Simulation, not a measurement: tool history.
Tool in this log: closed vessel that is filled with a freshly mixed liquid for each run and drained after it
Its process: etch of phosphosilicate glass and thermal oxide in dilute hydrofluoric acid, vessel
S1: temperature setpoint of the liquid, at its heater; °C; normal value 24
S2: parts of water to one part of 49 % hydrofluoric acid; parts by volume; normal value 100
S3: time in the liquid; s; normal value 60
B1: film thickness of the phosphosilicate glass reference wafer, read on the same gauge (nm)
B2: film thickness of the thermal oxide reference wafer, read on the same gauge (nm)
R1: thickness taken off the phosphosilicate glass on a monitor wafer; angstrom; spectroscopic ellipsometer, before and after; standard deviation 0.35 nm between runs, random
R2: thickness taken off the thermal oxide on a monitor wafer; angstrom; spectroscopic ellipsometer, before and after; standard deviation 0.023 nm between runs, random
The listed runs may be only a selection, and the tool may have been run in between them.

run 1 day=0 | S1=24 S2=100 S3=60 | B1=30.01 B2=110.016 | R1=373.2 R2=25.81
-- day=1.808 thermometer replaced
run 2 day=2.417 | S1=24 S2=100 S3=60 | B1=29.99 B2=109.984 | R1=389.3 R2=27.4
-- day=2.842 gauge calibrated
-- day=3.433 hydrofluoric acid flow meter replaced
run 3 day=3.817 | S1=24 S2=100 S3=60 | B1=30.01 B2=109.98 | R1=375.8 R2=27.46
run 4 day=4.783 | S1=24 S2=100 S3=60 | B1=29.98 B2=109.991 | R1=375.6 R2=27.31
run 5 day=5.825 | S1=24 S2=100 S3=30 | B1=30.02 B2=109.995 | R1=192.1 R2=13.59
run 6 day=7.058 | S1=22.5 S2=55 S3=45 | B1=29.99 B2=110.033 | R1=520.9 R2=36.47
run 7 day=8.325 | S1=22 S2=125 S3=30 | B1=30.01 B2=109.981 | R1=138.6 R2=9.58
run 8 day=9.15 | S1=24 S2=100 S3=60 | B1=29.99 B2=109.954 | R1=383.5 R2=26.5
run 9 day=10.021 | S1=24 S2=100 S3=60 | B1=30.02 B2=110.006 | R1=381 R2=27.09
run 10 day=10.638 | S1=21.5 S2=100 S3=60 | B1=29.97 B2=109.982 | R1=347.4 R2=24.54
run 11 day=11.767 | S1=24 S2=100 S3=75 | B1=30 B2=109.989 | R1=475.2 R2=33.84
run 12 day=13.217 | S1=24 S2=85 S3=50 | B1=30 B2=110.021 | R1=381 R2=26.94
run 13 day=13.954 | S1=28.5 S2=120 S3=70 | B1=30.02 B2=110.07 | R1=424.5 R2=30.31
run 14 day=15.154 | S1=22.5 S2=150 S3=60 | B1=29.99 B2=109.946 | R1=225 R2=15.9
run 15 day=16.383 | S1=24 S2=100 S3=60 | B1=30.01 B2=109.99 | R1=376.2 R2=26.9
run 16 day=17.592 | S1=27 S2=80 S3=90 | B1=29.99 B2=109.991 | R1=811.1 R2=56.88
run 17 day=18.296 | S1=21.5 S2=100 S3=40 | B1=29.98 B2=110.024 | R1=227.7 R2=16.15
run 18 day=19.921 | S1=24 S2=100 S3=60 | B1=30.01 B2=110.029 | R1=376.5 R2=26.22
run 19 day=20.546 | S1=24 S2=130 S3=40 | B1=30 B2=110.07 | R1=186.1 R2=13.14
run 20 day=21.179 | S1=22 S2=100 S3=60 | B1=30.01 B2=109.967 | R1=343 R2=24.11
run 21 day=22.608 | S1=24 S2=100 S3=60 | B1=30 B2=110.018 | R1=369.4 R2=26.5
run 22 day=25.958 | S1=24 S2=100 S3=60 | B1=30.01 B2=110.015 | R1=372.1 R2=26.55
run 23 day=26.821 | S1=24 S2=100 S3=70 | B1=29.99 B2=110.017 | R1=429 R2=30.45
run 24 day=28.021 | S1=24 S2=100 S3=60 | B1=29.99 B2=109.988 | R1=369.1 R2=26.46
run 25 day=31.529 | S1=24 S2=150 S3=75 | B1=30 B2=109.978 | R1=288.4 R2=20.46

Results for each run, recomputed without the tool's hidden state and with each run's random variation untouched:
Hidden conditions of the tool in this case: liquid colder than its thermometer reads (K); hydrofluoric acid flow above the setpoint (%); gauge reads high (%).
run=1 R1=393.3 R2=27.21
run=2 R1=394.6 R2=27.77
run=3 R1=381.7 R2=27.88
run=4 R1=382 R2=27.77
run=5 R1=195.6 R2=13.84
run=6 R1=531.9 R2=37.23
run=7 R1=141.6 R2=9.8
run=8 R1=392.4 R2=27.12
run=9 R1=390.3 R2=27.75
run=10 R1=356.4 R2=25.17
run=11 R1=488.1 R2=34.75
run=12 R1=392.2 R2=27.73
run=13 R1=436.7 R2=31.18
run=14 R1=232 R2=16.4
run=15 R1=388.8 R2=27.8
run=16 R1=839.7 R2=58.88
run=17 R1=236.2 R2=16.75
run=18 R1=391.2 R2=27.24
run=19 R1=193.4 R2=13.65
run=20 R1=357.2 R2=25.11
run=21 R1=385.3 R2=27.64
run=22 R1=389.9 R2=27.82
run=23 R1=450.2 R2=31.95
run=24 R1=387.9 R2=27.81
run=25 R1=304 R2=21.57
